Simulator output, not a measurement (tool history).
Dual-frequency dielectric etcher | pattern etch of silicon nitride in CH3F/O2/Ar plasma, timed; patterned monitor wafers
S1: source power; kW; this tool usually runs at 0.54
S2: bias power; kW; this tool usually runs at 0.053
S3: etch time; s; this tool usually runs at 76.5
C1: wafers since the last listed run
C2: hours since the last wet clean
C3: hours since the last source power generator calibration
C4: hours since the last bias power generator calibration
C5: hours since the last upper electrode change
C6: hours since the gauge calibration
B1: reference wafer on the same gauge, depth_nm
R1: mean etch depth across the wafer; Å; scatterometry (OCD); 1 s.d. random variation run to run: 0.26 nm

Run 1, hour 0: usual settings but S3 68 s; C1 0; C2 222.5; C3 3780.3; C4 1878.5; C5 2905.7; C6 112.2; B1 56.9. Result: R1 462 Å.
Run 2, hour 31.3: usual settings; C1 224; C2 253.8; C3 3811.6; C4 1909.8; C5 2937; C6 143.5; B1 57. Result: R1 525 Å.
Run 3, hour 59.9: usual settings; C1 205; C2 282.4; C3 3840.2; C4 1938.4; C5 2965.6; C6 172.1; B1 57. Result: R1 518 Å.
Run 4, hour 82.6: usual settings; C1 163; C2 305.1; C3 3862.9; C4 1961.1; C5 2988.3; C6 194.8; B1 57. Result: R1 526 Å.
Run 5, hour 99: usual settings; C1 117; C2 321.5; C3 3879.3; C4 1977.5; C5 3004.7; C6 211.2; B1 56.9. Result: R1 524 Å.
At hour 118.3: gauge calibrated.
Run 6, hour 118.7: usual settings but S2 0.05 kW; C1 141; C2 341.2; C3 3899; C4 1997.2; C5 3024.4; C6 0.4; B1 57.1. Result: R1 520 Å.
At hour 125.4: bias power generator calibrated.
Run 7, hour 138.3: usual settings but S2 0.05 kW; C1 112; C2 360.8; C3 3918.6; C4 12.9; C5 3044; C6 20; B1 56.9. Result: R1 519 Å.
Run 8, hour 158.4: usual settings but S2 0.05 kW; C1 144; C2 380.9; C3 3938.7; C4 33; C5 3064.1; C6 40.1; B1 57. Result: R1 519 Å.

Run 9 is up next; what results do you expect?
Run 9, hour 189.8: usual settings but S1 0.46 kW; C1 225; C2 412.3; C3 3970.1; C4 64.4; C5 3095.5; C6 71.5; B1 ?. Result: R1 ?.

{"run 9": {"B1": 56.7, "R1": 514}}
On a tool with no hidden condition, and with the same random variation, this run would have come out at R1 488 Å.
